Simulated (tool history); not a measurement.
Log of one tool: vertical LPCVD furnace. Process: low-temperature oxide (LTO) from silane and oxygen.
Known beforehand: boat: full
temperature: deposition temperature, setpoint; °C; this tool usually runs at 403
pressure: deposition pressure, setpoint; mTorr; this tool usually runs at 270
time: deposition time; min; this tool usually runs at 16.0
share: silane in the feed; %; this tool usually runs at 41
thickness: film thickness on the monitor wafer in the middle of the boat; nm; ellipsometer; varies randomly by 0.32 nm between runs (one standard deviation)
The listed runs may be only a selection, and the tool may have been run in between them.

run   hour  temperature  pressure  time  share  read-back reference wafer on the same gauge, thickness  thickness
  1    0.0          395       270  16.0     36                                                  182.93     145.05
  2   53.5          395       270  16.0     36                                                  183.11     148.97
  3   57.4          403       270  16.0     41                                                  183.06     190.81
  4   61.3          403       270  16.0     41                                                  182.99     190.84
  5   65.2          403       270  16.0     41                                                  182.96     190.95
  6   69.1          408       270  16.0     41                                                  182.96     201.71
  7   73.0          408       270  16.0     41                                                  183.11     201.07
  8   76.9          403       230  16.0     41                                                  183.15     164.23
  9   91.5          403       230  16.0     41                                                  183.12     164.06
 10  103.8          407       270  16.0     41                                                  182.96     199.39
 11  110.7          400       245  22.5     44                                                  183.16     255.82
 12  119.1          403       290  16.0     41                                                  183.12     204.25
 13  127.4          403       270  16.0     41                                                  183.05     190.97
 14  166.1          403       270  16.0     41                                                  183.07     179.88
 15  170.0          412       270  16.0     41                                                  182.90     197.76
 16  173.9          403       270  16.0     34                                                  183.03     142.24
 17  177.8          403       270  16.0     41                                                  182.78     179.75
 18  184.2          403       270  16.0     41                                                  183.04     180.21
 19  190.8          403       270  16.0     36                                                  183.00     153.23
 20  198.4          413       270  16.0     45                                                  182.99     220.41
 21  242.9          403       270  10.0     33                                                  183.13      85.44
 22  252.2          403       270  19.5     34                                                  183.14     173.36
 23  269.8          393       230  19.0     41                                                  182.81     163.69
 24  284.9          403       270  11.0     34                                                  182.94      97.77
 25  291.4          409       270  16.0     41                                                  183.19     191.77
 26  306.7          410       320  19.5     37                                                  182.97     246.79
 27  312.8          403       270  16.0     41                                                  183.09     179.96
 28  326.0          403       270  16.0     41                                                  183.13     180.10
 29  332.6          395       235  13.0     45                                                  183.12     129.56
 30  350.2          394       320  22.5     47                                                  183.05     314.38
 31  356.7          403       300  10.5     41                                                  182.96     131.58

Not shown here: 6 entries made in the log between runs. Locate each between two listed runs and compare the hidden state at the listed run before it with the hidden state at the listed run after it:
In the gap between runs 1 and 2: pressure gauge zeroed (hour 30.4); gauge calibrated (hour 35.6); thermocouples replaced and temperature profile calibrated (hour 53.0)
  true pressure minus gauge reading, mTorr: 10.1 -> 17.5
  difference, measured minus the result without the unlogged condition, thickness: +5.23 -> +9.08 nm
In the gap between runs 13 and 14: pressure gauge zeroed, repeated, since the last time left the tool worse (hour 155.4); silane flow controller replaced (hour 165.6)
  true pressure minus gauge reading, mTorr: 17.5 -> 0.997
  difference, measured minus the result without the unlogged condition, thickness: +11.65 -> +0.66 nm
In the gap between runs 29 and 30: gauge calibrated (hour 344.3)
  no hidden state differs between the two runs
  difference, measured minus the result without the unlogged condition, thickness: +0.57 -> +1.02 nm
